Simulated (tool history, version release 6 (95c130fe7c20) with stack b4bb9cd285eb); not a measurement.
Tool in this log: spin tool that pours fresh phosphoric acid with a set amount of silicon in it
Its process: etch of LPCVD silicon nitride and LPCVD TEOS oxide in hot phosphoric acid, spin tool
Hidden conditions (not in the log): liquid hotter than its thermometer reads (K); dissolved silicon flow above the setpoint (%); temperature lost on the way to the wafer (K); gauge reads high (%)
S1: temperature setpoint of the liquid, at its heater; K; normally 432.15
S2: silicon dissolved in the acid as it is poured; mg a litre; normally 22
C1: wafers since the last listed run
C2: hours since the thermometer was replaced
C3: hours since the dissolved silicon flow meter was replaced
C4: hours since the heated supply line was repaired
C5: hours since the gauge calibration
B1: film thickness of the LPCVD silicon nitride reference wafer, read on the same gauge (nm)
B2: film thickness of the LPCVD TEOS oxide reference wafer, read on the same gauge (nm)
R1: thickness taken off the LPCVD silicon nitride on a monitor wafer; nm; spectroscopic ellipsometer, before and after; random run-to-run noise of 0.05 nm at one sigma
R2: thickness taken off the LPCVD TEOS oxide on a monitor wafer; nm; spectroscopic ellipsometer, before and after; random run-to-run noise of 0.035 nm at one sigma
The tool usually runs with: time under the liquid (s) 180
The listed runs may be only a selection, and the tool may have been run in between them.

Run 1, hour 0: usual settings but time under the liquid (s) 230; C1 0; C2 2313.4; C3 1989.9; C4 1256.2; C5 85.2; B1 140; B2 150.007. Result: R1 17.96 nm, R2 0.37 nm.
Run 2, hour 11.9: usual settings but S1 430.65 K; C1 104; C2 2325.3; C3 2001.8; C4 1268.1; C5 97.1; B1 140.02; B2 150.022. Result: R1 13.41 nm, R2 0.248 nm.
Run 3, hour 20: usual settings but S1 430.65 K; C1 71; C2 2333.4; C3 2009.9; C4 1276.2; C5 105.2; B1 140; B2 149.966. Result: R1 13.4 nm, R2 0.231 nm.
Run 4, hour 26.5: usual settings but time under the liquid (s) 100; C1 57; C2 2339.9; C3 2016.4; C4 1282.7; C5 111.7; B1 139.99; B2 149.967. Result: R1 7.85 nm, R2 0.152 nm.
Run 5, hour 43.9: usual settings but time under the liquid (s) 100; C1 153; C2 2357.3; C3 2033.8; C4 1300.1; C5 129.1; B1 140.02; B2 150.011. Result: R1 7.82 nm, R2 0.155 nm.
Run 6, hour 75.3: usual settings but time under the liquid (s) 100; C1 276; C2 2388.7; C3 2065.2; C4 1331.5; C5 160.5; B1 140.01; B2 149.997. Result: R1 7.83 nm, R2 0.144 nm.
At hour 81.9: heated supply line repaired.
Run 7, hour 83.1: usual settings but S1 431.15 K; C1 59; C2 2396.5; C3 2073; C4 1.2; C5 168.3; B1 140.01; B2 149.982. Result: R1 14.59 nm, R2 0.287 nm.
Run 8, hour 95.1: usual settings; C1 105; C2 2408.5; C3 2085; C4 13.2; C5 180.3; B1 139.98; B2 150.005. Result: R1 15.04 nm, R2 0.298 nm.
Run 9, hour 102.3: usual settings; C1 63; C2 2415.7; C3 2092.2; C4 20.4; C5 187.5; B1 139.99; B2 150.013. Result: R1 14.98 nm, R2 0.287 nm.
Run 10, hour 123.1: usual settings but S1 430.65 K, S2 30.5 mg a litre, time under the liquid (s) 85; C1 183; C2 2436.5; C3 2113; C4 41.2; C5 208.3; B1 140; B2 150.012. Result: R1 6.73 nm, R2 0.1 nm.
At hour 132.2: dissolved silicon flow meter replaced.
Run 11, hour 135.8: usual settings but S1 430.15 K, time under the liquid (s) 285; C1 103; C2 2449.2; C3 3.6; C4 53.9; C5 221; B1 139.98; B2 150.01. Result: R1 22.31 nm, R2 0.421 nm.
Run 12, hour 150.2: usual settings but S2 31.5 mg a litre, time under the liquid (s) 240; C1 126; C2 2463.6; C3 18; C4 68.3; C5 235.4; B1 139.99; B2 150.006. Result: R1 19.97 nm, R2 0.272 nm.
At hour 152.8: gauge calibrated.
Run 13, hour 166.6: usual settings but time under the liquid (s) 230; C1 144; C2 2480; C3 34.4; C4 84.7; C5 13.8; B1 140.01; B2 150.022. Result: R1 19.14 nm, R2 0.444 nm.
At hour 178.9: thermometer replaced.
Run 14, hour 180.7: usual settings but S2 38.5 mg a litre, time under the liquid (s) 275; C1 115; C2 1.8; C3 48.5; C4 98.8; C5 27.9; B1 139.98; B2 150.009. Result: R1 22.91 nm, R2 0.244 nm.
Run 15, hour 191.2: usual settings but time under the liquid (s) 290; C1 92; C2 12.3; C3 59; C4 109.3; C5 38.4; B1 140; B2 149.972. Result: R1 24.23 nm, R2 0.593 nm.
Run 16, hour 209: usual settings; C1 156; C2 30.1; C3 76.8; C4 127.1; C5 56.2; B1 140; B2 149.982. Result: R1 14.96 nm, R2 0.319 nm.
Run 17, hour 219.8: usual settings but S1 433.65 K, time under the liquid (s) 265; C1 95; C2 40.9; C3 87.6; C4 137.9; C5 67; B1 140.01; B2 150.031. Result: R1 23.15 nm, R2 0.502 nm.
Run 18, hour 235.1: usual settings; C1 134; C2 56.2; C3 102.9; C4 153.2; C5 82.3; B1 139.99; B2 149.994. Result: R1 14.97 nm, R2 0.323 nm.
Run 19, hour 251.2: usual settings; C1 141; C2 72.3; C3 119; C4 169.3; C5 98.4; B1 139.99; B2 149.977. Result: R1 14.87 nm, R2 0.28 nm.
Run 20, hour 263.3: usual settings; C1 106; C2 84.4; C3 131.1; C4 181.4; C5 110.5; B1 139.99; B2 150.005. Result: R1 14.93 nm, R2 0.339 nm.
Run 21, hour 273.6: usual settings but S1 434.15 K, time under the liquid (s) 140; C1 90; C2 94.7; C3 141.4; C4 191.7; C5 120.8; B1 140.03; B2 149.991. Result: R1 12.36 nm, R2 0.328 nm.

What differs in the tool's unlogged condition from the final listed run ahead of each entry between runs to the first listed run following it?
Runs 6 to 7: heated supply line repaired (hour 81.9)
  temperature lost on the way to the wafer (K): 2.27 -> 0.198
  measured value less the no-hidden-state value, R1: -0.63 -> -0.1 nm; R2: -0.027 -> -0.004 nm
Runs 10 to 11: dissolved silicon flow meter replaced (hour 132.2)
  temperature lost on the way to the wafer (K): 0.258 -> 0.277
  measured value less the no-hidden-state value, R1: -0.06 -> -0.22 nm; R2: -0.002 -> -0.009 nm
Runs 12 to 13: gauge calibrated (hour 152.8)
  temperature lost on the way to the wafer (K): 0.298 -> 0.323
  measured value less the no-hidden-state value, R1: -0.21 -> -0.21 nm; R2: -0.006 -> -0.011 nm
Runs 13 to 14: thermometer replaced (hour 178.9)
  temperature lost on the way to the wafer (K): 0.323 -> 0.344
  measured value less the no-hidden-state value, R1: -0.21 -> -0.27 nm; R2: -0.011 -> -0.007 nm
